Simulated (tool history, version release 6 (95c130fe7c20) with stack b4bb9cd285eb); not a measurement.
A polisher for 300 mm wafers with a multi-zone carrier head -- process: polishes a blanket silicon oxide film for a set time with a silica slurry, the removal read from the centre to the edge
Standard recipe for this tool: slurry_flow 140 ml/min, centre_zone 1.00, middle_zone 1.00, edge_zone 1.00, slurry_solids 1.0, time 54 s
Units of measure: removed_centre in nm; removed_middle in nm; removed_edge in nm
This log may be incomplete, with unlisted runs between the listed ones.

run     day  slurry_flow  centre_zone  middle_zone  edge_zone  slurry_solids  time  incoming thickness of the incoming film, nm  removed_centre  removed_middle  removed_edge
  1   0.000          140         1.04         1.00       1.00            1.0    54                                       1407.2           123.6           120.3         122.3
  2   1.408          140         1.04         1.00       1.00            1.0    54                                       1427.8           123.1           120.8         119.3
  3   3.604          140         1.09         1.00       1.04            1.0    54                                       1419.1           125.2           116.3         117.7
      5.325  -- worn pad replaced by a new one
  4   6.171          140         1.09         1.00       1.04            1.0    54                                       1421.3           132.0           121.8         124.3
  5   7.383          140         1.09         1.00       1.04            1.0    54                                       1436.5           130.8           119.8         124.1
  6  10.271          140         1.00         1.00       1.00            1.0    54                                       1428.2           117.2           115.6         118.8
  7  11.392          140         1.00         1.00       1.00            1.0    54                                       1430.5           114.8           115.4         116.1
     11.696  -- edge zone pressure recalibrated
     13.008  -- slurry nozzle cleaned
     13.479  -- carrier head's membrane replaced by a new one
     13.958  -- worn pad replaced by a new one
  8  14.262          140         1.00         1.00       1.00            1.0    54                                       1414.8           123.2           122.6         121.1
  9  16.704          140         1.00         1.00       1.00            1.0    54                                       1426.9           121.4           120.4         121.4
 10  18.783          140         1.00         1.00       1.00            1.0    54                                       1420.2           116.0           121.3         114.6
 11  20.396          165         1.00         1.00       1.00            1.3    54                                       1419.0           129.4           124.8         126.9
     20.971  -- worn pad replaced by a new one
 12  22.979          175         1.00         1.04       1.00            1.0    54                                       1418.7           126.7           128.6         125.5
 13  24.946          140         1.00         1.00       1.00            1.0    54                                       1424.0           120.0           117.9         118.4
     26.579  -- centre zone pressure recalibrated
 14  26.617          120         1.00         1.00       1.00            1.0    65                                       1419.7           137.2           138.5         136.8
     28.996  -- worn pad replaced by a new one
 15  29.029          140         1.09         1.00       1.04            1.0    54                                       1421.8           135.6           122.3         123.7
 16  31.117          140         1.00         1.10       1.00            1.0    72                                       1418.4           162.3           176.4         161.8
     31.704  -- edge zone pressure recalibrated
 17  32.892          140         1.00         1.00       1.09            1.0    54                                       1400.6           119.3           118.6         124.1
 18  35.488          140         1.00         1.09       0.95            0.7    64                                       1409.0           126.8           132.9         122.0
     36.758  -- worn pad replaced by a new one
 19  37.788          140         1.10         1.00       1.00            1.0    54                                       1437.7           134.5           123.9         119.4
 20  40.358          140         1.04         1.00       1.00            1.0    54                                       1426.8           122.5           118.5         116.9

For some of the steps in removed_centre from one run to the next: how much would appear even if the tool had no hidden state, given the settings, what came in and random variation, and how much remains for the hidden state plus any gauge scatter that the measured result and the result without hidden state don't share?
Hidden conditions of the tool in this case: removal rate lost through wear of the pad, %; slurry flow missing at the pad, %; deviation of the centre zone's pressure from its setpoint, %; deviation of the edge zone's pressure from its setpoint, %.
Run 7 -> 8: edge zone pressure recalibrated, slurry nozzle cleaned, carrier head's membrane replaced by a new one, worn pad replaced by a new one. removed_centre +8.4 nm: hidden state +6.9, all else +1.5.
Run 14 -> 15: slurry_flow 120 -> 140, centre_zone 1.00 -> 1.09, edge_zone 1.00 -> 1.04, time 65 -> 54, worn pad replaced by a new one. removed_centre -1.6 nm: hidden state +6.9, all else -8.5.
Run 15 -> 16: centre_zone 1.09 -> 1.00, middle_zone 1.00 -> 1.10, edge_zone 1.04 -> 1.00, time 54 -> 72. removed_centre +26.7 nm: hidden state -3.4, all else +30.1.
Run 16 -> 17: middle_zone 1.10 -> 1.00, edge_zone 1.00 -> 1.09, time 72 -> 54, edge zone pressure recalibrated. removed_centre -43.0 nm: hidden state -1.0, all else -42.0.
